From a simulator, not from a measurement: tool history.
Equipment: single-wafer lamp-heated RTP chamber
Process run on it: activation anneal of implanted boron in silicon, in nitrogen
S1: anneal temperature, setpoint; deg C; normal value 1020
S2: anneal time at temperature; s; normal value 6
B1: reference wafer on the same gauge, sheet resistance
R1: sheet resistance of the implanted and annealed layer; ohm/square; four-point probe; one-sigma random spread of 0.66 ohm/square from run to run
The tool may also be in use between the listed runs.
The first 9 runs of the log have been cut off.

At hour 850: gauge calibrated.
Run 10, hour 870.8: usual settings; B1 488.35. Result: R1 441.15 ohm/square.
Run 11, hour 935.8: usual settings; B1 488.27. Result: R1 441.98 ohm/square.
At hour 994.1: pyrometer window cleaned and pyrometer calibrated.
Run 12, hour 1010.6: usual settings but S1 1006 deg C; B1 488.41. Result: R1 444.38 ohm/square.
Run 13, hour 1110.2: usual settings but S1 1006 deg C; B1 488.38. Result: R1 444.66 ohm/square.
At hour 1186.5: reflector plate cleaned.
Run 14, hour 1214.6: usual settings but S2 5 s; B1 488.34. Result: R1 442.64 ohm/square.
Run 15, hour 1265.8: usual settings; B1 488.22. Result: R1 443.15 ohm/square.
Run 16, hour 1423.7: usual settings; B1 488.62. Result: R1 441.14 ohm/square.
Run 17, hour 1494.2: usual settings; B1 488.54. Result: R1 442.38 ohm/square.
Run 18, hour 1598.1: usual settings but S2 7 s; B1 488.67. Result: R1 441.48 ohm/square.
Run 19, hour 1666.1: usual settings but S1 1031 deg C, S2 4 s; B1 488.89. Result: R1 441.28 ohm/square.
Run 20, hour 1735: usual settings but S1 1012 deg C, S2 3 s; B1 488.93. Result: R1 445.99 ohm/square.

Predict the results of run 21:
At hour 1799.5: pyrometer window cleaned and pyrometer calibrated.
Run 21, hour 1826.9: usual settings; B1 ?. Result: R1 ?.

Run 21 gave B1 489.04, R1 442.62 ohm/square.
Take away the tool's hidden state, keep the run-to-run variation as it was, and the same run would have given R1 441.69 ohm/square.

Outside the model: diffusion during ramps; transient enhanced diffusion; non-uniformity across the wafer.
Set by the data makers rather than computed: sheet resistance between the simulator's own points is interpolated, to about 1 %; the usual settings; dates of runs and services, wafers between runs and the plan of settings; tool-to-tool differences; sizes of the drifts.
